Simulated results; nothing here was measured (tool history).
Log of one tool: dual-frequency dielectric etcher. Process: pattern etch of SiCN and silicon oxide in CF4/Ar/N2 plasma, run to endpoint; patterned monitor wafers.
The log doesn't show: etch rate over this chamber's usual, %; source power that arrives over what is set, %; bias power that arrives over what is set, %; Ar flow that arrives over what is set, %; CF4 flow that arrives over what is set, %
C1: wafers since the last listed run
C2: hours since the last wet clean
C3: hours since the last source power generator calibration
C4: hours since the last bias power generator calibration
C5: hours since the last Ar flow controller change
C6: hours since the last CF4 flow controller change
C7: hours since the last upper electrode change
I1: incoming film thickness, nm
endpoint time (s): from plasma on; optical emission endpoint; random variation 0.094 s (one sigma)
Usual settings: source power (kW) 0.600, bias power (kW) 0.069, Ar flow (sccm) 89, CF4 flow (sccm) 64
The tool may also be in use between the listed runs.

Run 1, day 0.000: usual settings but bias power (kW) 0.064, CF4 flow (sccm) 76; C1 0; C2 241.1; C3 3611.0; C4 3628.5; C5 5002.3; C6 2034.0; C7 3821.8; I1 13.45. Result: endpoint time (s) 11.6.
Run 2, day 0.704: usual settings but bias power (kW) 0.064, CF4 flow (sccm) 76; C1 374; C2 258.0; C3 3627.9; C4 3645.4; C5 5019.2; C6 2050.9; C7 3838.7; I1 13.22. Result: endpoint time (s) 11.5.
Run 3, day 1.708: usual settings but bias power (kW) 0.064, CF4 flow (sccm) 76; C1 534; C2 282.1; C3 3652.0; C4 3669.5; C5 5043.3; C6 2075.0; C7 3862.8; I1 13.37. Result: endpoint time (s) 11.7.
At day 3.588: upper electrode replaced, of another model than before.
Run 4, day 3.608: usual settings; C1 478; C2 327.7; C3 3697.6; C4 3715.1; C5 5088.9; C6 2120.6; C7 0.5; I1 13.20. Result: endpoint time (s) 11.3.
At day 3.933: bias power generator calibrated.
Run 5, day 4.054: usual settings; C1 148; C2 338.4; C3 3708.3; C4 2.9; C5 5099.6; C6 2131.3; C7 11.2; I1 13.36. Result: endpoint time (s) 11.5.
At day 5.025: CF4 flow controller replaced.
Run 6, day 5.046: usual settings but Ar flow (sccm) 98; C1 394; C2 362.2; C3 3732.1; C4 26.7; C5 5123.4; C6 0.5; C7 35.0; I1 13.26. Result: endpoint time (s) 11.8.
Run 7, day 6.192: usual settings; C1 609; C2 389.7; C3 3759.6; C4 54.2; C5 5150.9; C6 28.0; C7 62.5; I1 13.40. Result: endpoint time (s) 11.6.
Run 8, day 6.708: usual settings but bias power (kW) 0.083, Ar flow (sccm) 71; C1 274; C2 402.1; C3 3772.0; C4 66.6; C5 5163.3; C6 40.4; C7 74.9; I1 13.40. Result: endpoint time (s) 10.6.
Run 9, day 7.379: usual settings but source power (kW) 0.530, bias power (kW) 0.063, Ar flow (sccm) 100, CF4 flow (sccm) 79; C1 356; C2 418.2; C3 3788.1; C4 82.7; C5 5179.4; C6 56.5; C7 91.0; I1 13.13. Result: endpoint time (s) 14.1.
Run 10, day 7.883: usual settings; C1 268; C2 430.3; C3 3800.2; C4 94.8; C5 5191.5; C6 68.6; C7 103.1; I1 13.32. Result: endpoint time (s) 11.7.
Run 11, day 8.550: usual settings but source power (kW) 0.500, Ar flow (sccm) 79; C1 354; C2 446.3; C3 3816.2; C4 110.8; C5 5207.5; C6 84.6; C7 119.1; I1 13.22. Result: endpoint time (s) 15.1.
At day 9.179: Ar flow controller replaced.
Run 12, day 9.900: usual settings but source power (kW) 0.700, bias power (kW) 0.052, Ar flow (sccm) 73; C1 585; C2 478.7; C3 3848.6; C4 143.2; C5 17.3; C6 117.0; C7 151.5; I1 13.42. Result: endpoint time (s) 9.7.
Run 13, day 10.571: usual settings; C1 356; C2 494.8; C3 3864.7; C4 159.3; C5 33.4; C6 133.1; C7 167.6; I1 13.33. Result: endpoint time (s) 11.8.
Run 14, day 11.188: usual settings but bias power (kW) 0.059, CF4 flow (sccm) 51; C1 328; C2 509.6; C3 3879.5; C4 174.1; C5 48.2; C6 147.9; C7 182.4; I1 13.35. Result: endpoint time (s) 12.3.
At day 12.546: wet clean of the chamber.
Run 15, day 12.567: usual settings but bias power (kW) 0.060, Ar flow (sccm) 82; C1 201; C2 0.5; C3 3912.6; C4 207.2; C5 81.3; C6 181.0; C7 215.5; I1 13.34. Result: endpoint time (s) 11.6.
At day 14.083: source power generator calibrated.
Run 16, day 16.338: usual settings; C1 1917; C2 91.0; C3 54.1; C4 297.7; C5 171.8; C6 271.5; C7 306.0; I1 13.34. Result: endpoint time (s) 11.4.

Run 17 comes next. What will it give?
Run 17, day 17.454: usual settings but Ar flow (sccm) 74; C1 594; C2 117.8; C3 80.9; C4 324.5; C5 198.6; C6 298.3; C7 332.8; I1 13.20. Result: endpoint time (s) ?.

endpoint time (s): 11.2
Without the tool's hidden state the same run would have given endpoint time (s) 11.1.

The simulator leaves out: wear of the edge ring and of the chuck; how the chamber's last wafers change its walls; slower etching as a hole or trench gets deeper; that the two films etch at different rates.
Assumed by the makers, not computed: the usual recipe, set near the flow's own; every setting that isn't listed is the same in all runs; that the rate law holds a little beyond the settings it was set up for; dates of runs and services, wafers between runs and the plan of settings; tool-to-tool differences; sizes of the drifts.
